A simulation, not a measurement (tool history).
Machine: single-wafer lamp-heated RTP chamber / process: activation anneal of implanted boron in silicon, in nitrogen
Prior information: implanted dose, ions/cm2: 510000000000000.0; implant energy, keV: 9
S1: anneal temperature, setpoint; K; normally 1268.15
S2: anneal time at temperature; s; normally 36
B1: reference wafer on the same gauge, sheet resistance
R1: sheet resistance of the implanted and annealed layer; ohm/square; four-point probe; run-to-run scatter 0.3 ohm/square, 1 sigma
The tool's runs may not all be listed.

{"run": 1, "hour": 0.0, "S1": 1268.15, "S2": 31, "B1": 224.01, "R1": 201.47}
{"run": 2, "hour": 172.9, "S1": 1268.15, "S2": 36, "B1": 223.98, "R1": 201.17}
{"hour": 213.6, "done": "reflector plate cleaned"}
{"run": 3, "hour": 218.3, "S1": 1253.15, "S2": 36, "B1": 223.99, "R1": 204.75}
{"run": 4, "hour": 265.4, "S1": 1253.15, "S2": 36, "B1": 224, "R1": 203.98}
{"run": 5, "hour": 312.8, "S1": 1253.15, "S2": 36, "B1": 223.94, "R1": 204.03}
{"run": 6, "hour": 370.1, "S1": 1268.15, "S2": 44, "B1": 223.99, "R1": 199.79}
{"run": 7, "hour": 399.9, "S1": 1268.15, "S2": 21, "B1": 223.98, "R1": 201.41}
{"run": 8, "hour": 445.8, "S1": 1268.15, "S2": 21, "B1": 223.88, "R1": 201.94}
{"run": 9, "hour": 496.9, "S1": 1250.15, "S2": 23, "B1": 224.07, "R1": 204.7}
{"hour": 531.0, "done": "pyrometer window cleaned and pyrometer calibrated"}
{"run": 10, "hour": 549.1, "S1": 1256.15, "S2": 36, "B1": 224.02, "R1": 204.1}
{"run": 11, "hour": 585.5, "S1": 1256.15, "S2": 36, "B1": 224.07, "R1": 203.99}
{"run": 12, "hour": 624.4, "S1": 1256.15, "S2": 36, "B1": 223.99, "R1": 203.51}
{"hour": 662.1, "done": "gauge calibrated"}
{"run": 13, "hour": 669.7, "S1": 1268.15, "S2": 36, "B1": 224.06, "R1": 200.65}
{"run": 14, "hour": 703.7, "S1": 1257.15, "S2": 36, "B1": 223.95, "R1": 202.17}
{"run": 15, "hour": 729.1, "S1": 1293.15, "S2": 30, "B1": 223.97, "R1": 199.18}
{"run": 16, "hour": 800.5, "S1": 1292.15, "S2": 52, "B1": 224.14, "R1": 197.39}
{"hour": 822.2, "done": "reflector plate cleaned"}
{"run": 17, "hour": 864.3, "S1": 1268.15, "S2": 36, "B1": 224.07, "R1": 201.62}
{"run": 18, "hour": 932.3, "S1": 1255.15, "S2": 36, "B1": 224.04, "R1": 204.43}
{"run": 19, "hour": 978.1, "S1": 1268.15, "S2": 23, "B1": 223.99, "R1": 201.83}
{"run": 20, "hour": 1039.9, "S1": 1283.15, "S2": 19, "B1": 223.98, "R1": 200.29}
{"run": 21, "hour": 1097.1, "S1": 1246.15, "S2": 24, "B1": 223.93, "R1": 207.04}
{"run": 22, "hour": 1151.4, "S1": 1257.15, "S2": 36, "B1": 224.03, "R1": 201.55}
{"run": 23, "hour": 1176.9, "S1": 1256.15, "S2": 36, "B1": 223.97, "R1": 202.44}
{"run": 24, "hour": 1247.6, "S1": 1256.15, "S2": 55, "B1": 224.02, "R1": 199.94}
{"run": 25, "hour": 1273.1, "S1": 1286.15, "S2": 19, "B1": 224.07, "R1": 199.95}
{"hour": 1317.9, "done": "pyrometer window cleaned and pyrometer calibrated"}
{"run": 26, "hour": 1327.2, "S1": 1253.15, "S2": 22, "B1": 223.98, "R1": 205.93}
{"hour": 1377.1, "done": "reflector plate cleaned"}
{"run": 27, "hour": 1389.7, "S1": 1268.15, "S2": 36, "B1": 223.99, "R1": 202.11}
{"run": 28, "hour": 1459.5, "S1": 1253.15, "S2": 54, "B1": 224.01, "R1": 204.48}

Consider 5 possible next runs. They are alternatives, not a sequence: every one starts from the tool as it was left by run 28. What does each give?
{"run": "A", "hour": 1459.9, "S1": 1268.15, "S2": 36, "B1": "?", "R1": "?"}
{"run": "B", "hour": 1459.9, "S1": 1287.15, "S2": 36, "B1": "?", "R1": "?"}
{"run": "C", "hour": 1459.9, "S1": 1268.15, "S2": 18, "B1": "?", "R1": "?"}
{"run": "D", "hour": 1459.9, "S1": 1287.15, "S2": 46, "B1": "?", "R1": "?"}
{"run": "E", "hour": 1459.9, "S1": 1254.15, "S2": 49, "B1": "?", "R1": "?"}

run=A B1=224.02 R1=201.65
run=B B1=224.02 R1=199.17
run=C B1=224.02 R1=203.33
run=D B1=224.02 R1=198.46
run=E B1=224.02 R1=204.41
Without the tool's hidden state the same runs would have given:
run=A R1=202.13
run=B R1=199.36
run=C R1=203.9
run=D R1=198.65
run=E R1=205.27
